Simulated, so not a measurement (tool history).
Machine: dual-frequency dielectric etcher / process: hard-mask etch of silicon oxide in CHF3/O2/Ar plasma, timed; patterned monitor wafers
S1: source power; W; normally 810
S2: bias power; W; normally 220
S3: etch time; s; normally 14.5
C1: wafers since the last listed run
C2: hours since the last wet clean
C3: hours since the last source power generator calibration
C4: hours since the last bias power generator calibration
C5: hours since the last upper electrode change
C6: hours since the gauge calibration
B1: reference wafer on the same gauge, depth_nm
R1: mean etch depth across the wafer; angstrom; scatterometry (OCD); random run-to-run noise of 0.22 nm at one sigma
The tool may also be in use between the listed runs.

run	hour	S1	S2	S3	C1	C2	C3	C4	C5	C6	B1	R1
1	0.0	810	220	11.0	0	16.8	2295.6	2788.7	4116.8	62.6	30.18	275.6
2	35.3	810	220	11.0	726	52.1	2330.9	2824.0	4152.1	97.9	30.22	276.2
3	65.8	810	220	14.5	627	82.6	2361.4	2854.5	4182.6	128.4	30.22	363.8
4	88.7	810	220	14.5	471	105.5	2384.3	2877.4	4205.5	151.3	30.22	369.5
5	112.8	810	220	14.5	495	129.6	2408.4	2901.5	4229.6	175.4	30.17	369.1
6	128.8	810	220	14.5	329	145.6	2424.4	2917.5	4245.6	191.4	30.20	371.0
7	164.1	810	220	14.5	726	180.9	2459.7	2952.8	4280.9	226.7	30.23	367.9
# hour 208.1: upper electrode replaced
8	208.6	740	220	14.5	421	225.4	2504.2	2997.3	0.5	271.2	30.21	366.1
9	219.9	740	220	14.5	232	236.7	2515.5	3008.6	11.8	282.5	30.14	363.6
10	236.1	740	220	14.5	333	252.9	2531.7	3024.8	28.0	298.7	30.18	362.6
11	254.1	810	188	14.5	370	270.9	2549.7	3042.8	46.0	316.7	30.12	370.9
# hour 275.0: gauge calibrated
# hour 285.1: bias power generator calibrated
12	285.6	810	189	14.5	565	302.4	2581.2	0.5	77.5	10.6	30.23	367.0
13	317.9	890	220	14.5	664	334.7	2613.5	32.8	109.8	42.9	30.20	393.4
# hour 346.2: wet clean of the chamber
14	346.7	680	273	13.5	98	0.5	2642.3	61.6	138.6	71.7	30.29	331.8

Forecast run 15:
# hour 353.7: source power generator calibrated
15	368.0	870	220	13.0	356	21.8	14.3	82.9	159.9	93.0	?	?

B1: 30.14
R1: 336.9 angstrom
On a tool with no hidden condition, and with the same random variation, this run would have come out at R1 337.8 angstrom.
